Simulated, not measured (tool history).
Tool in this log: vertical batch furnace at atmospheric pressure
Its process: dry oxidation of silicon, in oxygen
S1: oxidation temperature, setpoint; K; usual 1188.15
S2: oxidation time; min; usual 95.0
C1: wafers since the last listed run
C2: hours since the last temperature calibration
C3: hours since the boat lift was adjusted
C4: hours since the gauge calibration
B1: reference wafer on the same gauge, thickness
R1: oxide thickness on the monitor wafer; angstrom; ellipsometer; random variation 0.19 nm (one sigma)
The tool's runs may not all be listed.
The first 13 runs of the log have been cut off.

run 14 hour=627.6 | S1=1188.15 S2=115.5 | C1=821 C2=2643.4 C3=58.9 C4=551.1 | B1=44.53 | R1=480.5
run 15 hour=683.6 | S1=1188.15 S2=115.5 | C1=1034 C2=2699.4 C3=114.9 C4=607.1 | B1=44.43 | R1=480.3
run 16 hour=735.8 | S1=1166.15 S2=95.0 | C1=964 C2=2751.6 C3=167.1 C4=659.3 | B1=44.54 | R1=380.9
run 17 hour=807.1 | S1=1188.15 S2=69.5 | C1=1316 C2=2822.9 C3=238.4 C4=730.6 | B1=44.49 | R1=384.5
run 18 hour=844.7 | S1=1213.15 S2=68.0 | C1=694 C2=2860.5 C3=276.0 C4=768.2 | B1=44.47 | R1=441.1
-- hour=913.1 thermocouples replaced and temperature profile calibrated
run 19 hour=913.6 | S1=1188.15 S2=95.0 | C1=829 C2=0.5 C3=344.9 C4=837.1 | B1=44.47 | R1=438.4
-- hour=942.6 gauge calibrated
run 20 hour=944.3 | S1=1188.15 S2=95.0 | C1=566 C2=31.2 C3=375.6 C4=1.7 | B1=44.48 | R1=441.8
run 21 hour=1005.8 | S1=1204.15 S2=77.0 | C1=1135 C2=92.7 C3=437.1 C4=63.2 | B1=44.49 | R1=444.9
run 22 hour=1059.9 | S1=1177.15 S2=116.5 | C1=999 C2=146.8 C3=491.2 C4=117.3 | B1=44.46 | R1=450.6
run 23 hour=1124.9 | S1=1195.15 S2=63.5 | C1=1200 C2=211.8 C3=556.2 C4=182.3 | B1=44.48 | R1=386.8
run 24 hour=1180.0 | S1=1188.15 S2=95.0 | C1=1017 C2=266.9 C3=611.3 C4=237.4 | B1=44.61 | R1=440.0
run 25 hour=1238.6 | S1=1188.15 S2=95.0 | C1=1082 C2=325.5 C3=669.9 C4=296.0 | B1=44.47 | R1=438.7
run 26 hour=1272.8 | S1=1172.15 S2=77.0 | C1=631 C2=359.7 C3=704.1 C4=330.2 | B1=44.48 | R1=364.2
run 27 hour=1333.3 | S1=1212.15 S2=117.0 | C1=1117 C2=420.2 C3=764.6 C4=390.7 | B1=44.49 | R1=582.4
run 28 hour=1401.4 | S1=1166.15 S2=76.5 | C1=1257 C2=488.3 C3=832.7 C4=458.8 | B1=44.53 | R1=352.4
run 29 hour=1451.4 | S1=1188.15 S2=95.0 | C1=923 C2=538.3 C3=882.7 C4=508.8 | B1=44.46 | R1=439.9
run 30 hour=1492.2 | S1=1169.15 S2=115.0 | C1=753 C2=579.1 C3=923.5 C4=549.6 | B1=44.54 | R1=417.8

Predict each of these 4 candidate next runs independently; none follows another, all start after run 30:
run A hour=1496.7 | S1=1165.15 S2=95.0 | C1=83 C2=583.6 C3=928.0 C4=554.1 | B1=? | R1=?
run B hour=1496.7 | S1=1207.15 S2=95.0 | C1=83 C2=583.6 C3=928.0 C4=554.1 | B1=? | R1=?
run C hour=1496.7 | S1=1210.15 S2=70.5 | C1=83 C2=583.6 C3=928.0 C4=554.1 | B1=? | R1=?
run D hour=1496.7 | S1=1188.15 S2=70.0 | C1=83 C2=583.6 C3=928.0 C4=554.1 | B1=? | R1=?

run=A B1=44.49 R1=379.2
run=B B1=44.49 R1=505.3
run=C B1=44.49 R1=446.1
run=D B1=44.49 R1=386.6
Had the tool no hidden state, the same runs would have come out as:
run=A R1=379.2
run=B R1=505.3
run=C R1=446.1
run=D R1=386.6
